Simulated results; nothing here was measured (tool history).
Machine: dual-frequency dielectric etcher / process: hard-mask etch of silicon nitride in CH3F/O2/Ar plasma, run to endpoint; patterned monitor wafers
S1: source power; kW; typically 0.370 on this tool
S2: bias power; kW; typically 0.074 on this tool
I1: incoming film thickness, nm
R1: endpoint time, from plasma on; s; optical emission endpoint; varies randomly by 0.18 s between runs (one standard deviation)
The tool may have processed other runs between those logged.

run 1 hour=0.0 | S1=0.370 S2=0.069 | I1=32.23 | R1=52.6
run 2 hour=35.6 | S1=0.370 S2=0.069 | I1=32.55 | R1=52.9
run 3 hour=65.6 | S1=0.370 S2=0.074 | I1=32.52 | R1=51.6
run 4 hour=95.4 | S1=0.370 S2=0.074 | I1=32.60 | R1=51.9
run 5 hour=111.9 | S1=0.370 S2=0.074 | I1=32.21 | R1=51.1
-- hour=147.6 wet clean of the chamber
run 6 hour=148.1 | S1=0.370 S2=0.074 | I1=32.55 | R1=53.5
run 7 hour=154.2 | S1=0.370 S2=0.074 | I1=32.16 | R1=52.8
run 8 hour=176.9 | S1=0.370 S2=0.074 | I1=32.61 | R1=53.1
run 9 hour=204.1 | S1=0.370 S2=0.074 | I1=32.50 | R1=53.3
run 10 hour=217.0 | S1=0.370 S2=0.074 | I1=32.28 | R1=52.6
-- hour=247.6 bias power generator calibrated
run 11 hour=248.1 | S1=0.370 S2=0.074 | I1=32.33 | R1=52.4
run 12 hour=268.0 | S1=0.350 S2=0.082 | I1=32.08 | R1=51.5
-- hour=296.4 upper electrode replaced
run 13 hour=296.9 | S1=0.420 S2=0.058 | I1=32.84 | R1=54.5
run 14 hour=299.4 | S1=0.370 S2=0.074 | I1=32.40 | R1=52.6
run 15 hour=331.9 | S1=0.420 S2=0.065 | I1=32.32 | R1=51.4
run 16 hour=365.1 | S1=0.370 S2=0.069 | I1=32.16 | R1=53.1
-- hour=391.0 source power generator calibrated
run 17 hour=391.5 | S1=0.320 S2=0.085 | I1=32.47 | R1=54.4
run 18 hour=404.6 | S1=0.390 S2=0.059 | I1=32.12 | R1=55.5
run 19 hour=431.0 | S1=0.320 S2=0.083 | I1=32.68 | R1=55.1
run 20 hour=447.9 | S1=0.370 S2=0.083 | I1=32.34 | R1=51.0
run 21 hour=471.6 | S1=0.370 S2=0.074 | I1=32.55 | R1=53.2
run 22 hour=488.7 | S1=0.440 S2=0.083 | I1=32.70 | R1=47.7
run 23 hour=503.1 | S1=0.370 S2=0.084 | I1=32.33 | R1=50.4
run 24 hour=522.1 | S1=0.300 S2=0.084 | I1=32.29 | R1=55.5
run 25 hour=534.4 | S1=0.370 S2=0.074 | I1=32.81 | R1=52.8
run 26 hour=557.4 | S1=0.370 S2=0.064 | I1=32.54 | R1=55.1
run 27 hour=586.2 | S1=0.370 S2=0.074 | I1=32.31 | R1=52.1
-- hour=610.8 wet clean of the chamber
run 28 hour=611.3 | S1=0.430 S2=0.074 | I1=32.51 | R1=50.7
run 29 hour=643.7 | S1=0.370 S2=0.074 | I1=32.29 | R1=53.5
run 30 hour=672.0 | S1=0.370 S2=0.074 | I1=32.16 | R1=53.1
run 31 hour=691.9 | S1=0.370 S2=0.074 | I1=32.37 | R1=53.5
run 32 hour=771.0 | S1=0.340 S2=0.074 | I1=32.52 | R1=55.1
run 33 hour=790.3 | S1=0.390 S2=0.059 | I1=32.32 | R1=55.1
run 34 hour=808.2 | S1=0.370 S2=0.074 | I1=32.39 | R1=53.0
run 35 hour=834.1 | S1=0.370 S2=0.062 | I1=32.41 | R1=55.6
run 36 hour=863.8 | S1=0.370 S2=0.074 | I1=32.16 | R1=52.2

Run-by-run hidden state of the tool:
bias power that arrives over what is set, %: 0 in every run
H1: etch rate over this chamber's usual, %
H2: source power that arrives over what is set, %
run=1 H1=3.13 H2=4.97
run=2 H1=3.4 H2=5
run=3 H1=3.62 H2=5.03
run=4 H1=3.84 H2=5.05
run=5 H1=3.97 H2=5.06
run=6 H1=0.188 H2=5.09
run=7 H1=0.234 H2=5.1
run=8 H1=0.403 H2=5.11
run=9 H1=0.606 H2=5.13
run=10 H1=0.702 H2=5.14
run=11 H1=0.935 H2=5.16
run=12 H1=1.08 H2=5.17
run=13 H1=1.3 H2=5.19
run=14 H1=1.32 H2=5.19
run=15 H1=1.56 H2=5.21
run=16 H1=1.81 H2=5.22
run=17 H1=2.01 H2=0.123
run=18 H1=2.1 H2=0.25
run=19 H1=2.3 H2=0.497
run=20 H1=2.43 H2=0.65
run=21 H1=2.6 H2=0.855
run=22 H1=2.73 H2=0.998
run=23 H1=2.84 H2=1.11
run=24 H1=2.98 H2=1.26
run=25 H1=3.07 H2=1.36
run=26 H1=3.24 H2=1.53
run=27 H1=3.46 H2=1.73
run=28 H1=0.188 H2=1.9
run=29 H1=0.43 H2=2.1
run=30 H1=0.641 H2=2.27
run=31 H1=0.79 H2=2.38
run=32 H1=1.38 H2=2.8
run=33 H1=1.52 H2=2.89
run=34 H1=1.66 H2=2.97
run=35 H1=1.85 H2=3.08
run=36 H1=2.07 H2=3.21
